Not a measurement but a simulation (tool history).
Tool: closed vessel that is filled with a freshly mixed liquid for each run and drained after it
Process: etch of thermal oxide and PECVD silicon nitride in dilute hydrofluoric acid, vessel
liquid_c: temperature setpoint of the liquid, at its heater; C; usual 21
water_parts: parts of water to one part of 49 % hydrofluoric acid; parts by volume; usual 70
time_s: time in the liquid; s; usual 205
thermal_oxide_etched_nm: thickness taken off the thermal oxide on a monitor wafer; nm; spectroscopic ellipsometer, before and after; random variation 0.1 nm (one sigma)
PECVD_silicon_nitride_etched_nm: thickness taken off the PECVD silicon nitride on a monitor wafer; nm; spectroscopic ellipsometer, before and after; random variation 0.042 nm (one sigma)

| run | day | liquid_c | water_parts | time_s | read-back film thickness of the thermal oxide reference wafer, read on the same gauge (nm) | read-back film thickness of the PECVD silicon nitride reference wafer, read on the same gauge (nm) | thermal_oxide_etched_nm | PECVD_silicon_nitride_etched_nm |
|---|---|---|---|---|---|---|---|---|
| 1 | 0 | 21 | 70 | 205 | 100 | 119.985 | 14.9 | 5.114 |
| 2 | 0.292 | 17.5 | 70 | 205 | 100.01 | 120.014 | 13.01 | 3.978 |
| 3 | 2 | 21 | 70 | 250 | 99.98 | 120.018 | 18.31 | 6.191 |
| 4 | 2.342 | 21 | 70 | 205 | 99.99 | 120.007 | 15.02 | 5.075 |
| 5 | 2.996 | 21 | 70 | 205 | 100 | 120.007 | 15.02 | 5.145 |
|  | 3 | gauge calibrated |
| 6 | 3.633 | 21 | 70 | 205 | 100 | 119.957 | 15.17 | 5.179 |
| 7 | 3.95 | 21 | 70 | 295 | 100.01 | 119.996 | 21.76 | 7.452 |
| 8 | 4.579 | 21 | 70 | 295 | 100.02 | 119.976 | 21.88 | 7.455 |
| 9 | 5.167 | 25 | 85 | 95 | 100.01 | 119.991 | 6.73 | 2.582 |
| 10 | 5.454 | 17 | 70 | 205 | 100.01 | 120.029 | 12.93 | 3.912 |
| 11 | 5.825 | 17 | 50 | 160 | 99.98 | 120.003 | 14.3 | 4.225 |
|  | 6.358 | hydrofluoric acid flow meter replaced |
| 12 | 6.471 | 25 | 60 | 85 | 99.99 | 119.989 | 7.91 | 2.986 |
|  | 7.075 | thermometer replaced |
| 13 | 7.096 | 25 | 85 | 95 | 99.99 | 120.01 | 6.09 | 2.366 |

Run 14 comes next. What will it give?
| 14 | 7.708 | 21 | 70 | 205 | ? | ? | ? | ? |

Run 14 gave read-back film thickness of the thermal oxide reference wafer, read on the same gauge (nm) 100, read-back film thickness of the PECVD silicon nitride reference wafer, read on the same gauge (nm) 120.006, thermal_oxide_etched_nm 13.82 nm, PECVD_silicon_nitride_etched_nm 4.7 nm.
Without the tool's hidden state the same run would have given thermal_oxide_etched_nm 13.67 nm, PECVD_silicon_nitride_etched_nm 4.655 nm.
